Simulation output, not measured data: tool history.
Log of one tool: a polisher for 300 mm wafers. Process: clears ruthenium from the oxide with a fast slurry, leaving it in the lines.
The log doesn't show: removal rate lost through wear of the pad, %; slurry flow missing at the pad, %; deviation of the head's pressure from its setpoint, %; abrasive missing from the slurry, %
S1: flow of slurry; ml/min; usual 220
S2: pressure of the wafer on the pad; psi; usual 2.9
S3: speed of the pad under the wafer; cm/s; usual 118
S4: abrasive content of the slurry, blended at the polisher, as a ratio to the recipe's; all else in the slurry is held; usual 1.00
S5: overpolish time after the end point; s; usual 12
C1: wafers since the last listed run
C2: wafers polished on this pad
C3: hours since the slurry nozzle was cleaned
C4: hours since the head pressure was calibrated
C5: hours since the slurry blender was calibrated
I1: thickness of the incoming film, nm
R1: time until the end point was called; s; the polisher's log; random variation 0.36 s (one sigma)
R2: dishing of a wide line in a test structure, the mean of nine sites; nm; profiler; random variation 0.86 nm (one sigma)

Run 1, hour 0.0: usual settings; C1 0; C2 2068; C3 552.7; C4 388.9; C5 34.5; I1 130.3. Result: R1 24.0 s, R2 42.0 nm.
Run 2, hour 72.1: usual settings; C1 1222; C2 3290; C3 624.8; C4 461.0; C5 106.6; I1 129.4. Result: R1 23.4 s, R2 42.5 nm.
Run 3, hour 179.3: usual settings; C1 1817; C2 5108; C3 732.0; C4 568.2; C5 213.8; I1 130.8. Result: R1 24.0 s, R2 40.6 nm.
Run 4, hour 229.5: usual settings; C1 851; C2 5960; C3 782.2; C4 618.4; C5 264.0; I1 130.2. Result: R1 24.7 s, R2 40.7 nm.
At hour 238.8: slurry nozzle cleaned.
Run 5, hour 305.5: usual settings but S2 2.5 psi, S3 146 cm/s, S4 1.10, S5 19 s; C1 1271; C2 7232; C3 66.7; C4 694.4; C5 340.0; I1 131.8. Result: R1 23.0 s, R2 64.5 nm.
Run 6, hour 358.1: usual settings but S1 150 ml/min, S2 2.4 psi, S3 140 cm/s, S5 6 s; C1 892; C2 8124; C3 119.3; C4 747.0; C5 392.6; I1 131.5. Result: R1 27.4 s, R2 20.5 nm.
Run 7, hour 407.3: usual settings but S2 3.8 psi, S3 138 cm/s; C1 834; C2 8958; C3 168.5; C4 796.2; C5 441.8; I1 131.5. Result: R1 16.9 s, R2 55.6 nm.
At hour 413.4: head pressure recalibrated.
Run 8, hour 499.5: usual settings but S2 3.5 psi; C1 1529; C2 10488; C3 260.7; C4 86.1; C5 534.0; I1 131.4. Result: R1 21.4 s, R2 44.4 nm.
Run 9, hour 592.4: usual settings but S4 1.30, S5 9 s; C1 1575; C2 12063; C3 353.6; C4 179.0; C5 626.9; I1 132.9. Result: R1 24.7 s, R2 31.5 nm.
Run 10, hour 695.8: usual settings but S4 1.10; C1 1753; C2 13817; C3 457.0; C4 282.4; C5 730.3; I1 129.0. Result: R1 26.0 s, R2 38.3 nm.
At hour 712.2: slurry blender recalibrated.
At hour 810.0: worn pad replaced by a new one.
Run 11, hour 953.7: usual settings but S1 245 ml/min, S3 86 cm/s, S4 1.20; C1 4271; C2 2436; C3 714.9; C4 540.3; C5 241.5; I1 130.2. Result: R1 28.5 s, R2 35.9 nm.
Run 12, hour 1021.4: usual settings but S1 260 ml/min, S5 7 s; C1 1148; C2 3584; C3 782.6; C4 608.0; C5 309.2; I1 129.5. Result: R1 22.9 s, R2 25.3 nm.
Run 13, hour 1076.0: usual settings; C1 925; C2 4510; C3 837.2; C4 662.6; C5 363.8; I1 128.5. Result: R1 23.3 s, R2 40.8 nm.
At hour 1085.3: slurry nozzle cleaned.
Run 14, hour 1164.5: usual settings; C1 1483; C2 5994; C3 79.2; C4 751.1; C5 452.3; I1 129.7. Result: R1 23.7 s, R2 41.1 nm.
At hour 1199.1: head pressure recalibrated.
Run 15, hour 1280.2: usual settings but S2 2.1 psi, S3 142 cm/s, S5 6 s; C1 1928; C2 7922; C3 194.9; C4 81.1; C5 568.0; I1 130.4. Result: R1 27.9 s, R2 19.4 nm.
Run 16, hour 1378.2: usual settings but S1 175 ml/min, S2 2.0 psi, S3 156 cm/s, S4 1.20; C1 1661; C2 9584; C3 292.9; C4 179.1; C5 666.0; I1 131.3. Result: R1 27.3 s, R2 38.2 nm.
Run 17, hour 1460.7: usual settings; C1 1399; C2 10983; C3 375.4; C4 261.6; C5 748.5; I1 130.6. Result: R1 25.3 s, R2 40.1 nm.
Run 18, hour 1558.4: usual settings but S2 2.6 psi, S3 156 cm/s, S4 1.20, S5 7 s; C1 1656; C2 12640; C3 473.1; C4 359.3; C5 846.2; I1 132.7. Result: R1 22.0 s, R2 28.6 nm.
At hour 1624.7: worn pad replaced by a new one.
Run 19, hour 1650.5: usual settings; C1 1494; C2 437; C3 565.2; C4 451.4; C5 938.3; I1 131.5. Result: R1 23.5 s, R2 42.5 nm.
At hour 1671.8: slurry blender recalibrated.
Run 20, hour 1826.2: usual settings but S3 156 cm/s, S5 9 s; C1 2945; C2 3382; C3 740.9; C4 627.1; C5 154.4; I1 131.0. Result: R1 18.5 s, R2 41.3 nm.
Run 21, hour 1875.4: usual settings but S1 240 ml/min, S3 82 cm/s, S4 0.75; C1 834; C2 4217; C3 790.1; C4 676.3; C5 203.6; I1 129.3. Result: R1 34.6 s, R2 29.7 nm.
At hour 1876.6: slurry nozzle cleaned.
Run 22, hour 1970.9: usual settings but S1 195 ml/min, S4 1.10, S5 6 s; C1 1602; C2 5819; C3 94.3; C4 771.8; C5 299.1; I1 129.2. Result: R1 23.5 s, R2 22.8 nm.
Run 23, hour 2007.1: usual settings but S2 2.2 psi; C1 613; C2 6433; C3 130.5; C4 808.0; C5 335.3; I1 129.8. Result: R1 30.5 s, R2 32.3 nm.
Run 24, hour 2065.9: usual settings but S1 255 ml/min, S3 94 cm/s, S5 18 s; C1 997; C2 7430; C3 189.3; C4 866.8; C5 394.1; I1 129.4. Result: R1 28.8 s, R2 49.5 nm.
Run 25, hour 2109.6: usual settings but S1 150 ml/min, S3 98 cm/s, S4 1.10; C1 741; C2 8171; C3 233.0; C4 910.5; C5 437.8; I1 131.0. Result: R1 29.4 s, R2 33.6 nm.
At hour 2112.1: head pressure recalibrated.
Run 26, hour 2165.8: usual settings but S1 200 ml/min, S4 0.80, S5 7 s; C1 919; C2 9090; C3 289.2; C4 53.7; C5 494.0; I1 129.8. Result: R1 26.7 s, R2 22.8 nm.
Run 27, hour 2272.1: usual settings but S1 160 ml/min; C1 1802; C2 10893; C3 395.5; C4 160.0; C5 600.3; I1 132.4. Result: R1 27.3 s, R2 38.9 nm.
Run 28, hour 2317.2: usual settings but S5 15 s; C1 764; C2 11658; C3 440.6; C4 205.1; C5 645.4; I1 130.3. Result: R1 26.2 s, R2 46.8 nm.

4 ways to go on from here, each from the tool as it stands after run 28. What would each give?
Run A, hour 2317.6: usual settings but S1 280 ml/min; C1 6; C2 11665; C3 441.0; C4 205.5; C5 645.8; I1 129.7. Result: R1 ?, R2 ?.
Run B, hour 2317.6: usual settings but S1 255 ml/min; C1 6; C2 11665; C3 441.0; C4 205.5; C5 645.8; I1 129.7. Result: R1 ?, R2 ?.
Run C, hour 2317.6: usual settings but S1 200 ml/min; C1 6; C2 11665; C3 441.0; C4 205.5; C5 645.8; I1 129.7. Result: R1 ?, R2 ?.
Run D, hour 2317.6: usual settings but S2 2.2 psi, S5 16 s; C1 6; C2 11665; C3 441.0; C4 205.5; C5 645.8; I1 129.7. Result: R1 ?, R2 ?.

run    R1    R2
  A  24.7  40.0
  B  24.9  39.7
  C  25.7  38.6
  D  32.7  40.2
Without the tool's hidden state the same runs would have given:
run    R1    R2
  A  22.4  43.5
  B  22.6  43.1
  C  23.4  42.0
  D  29.7  43.7
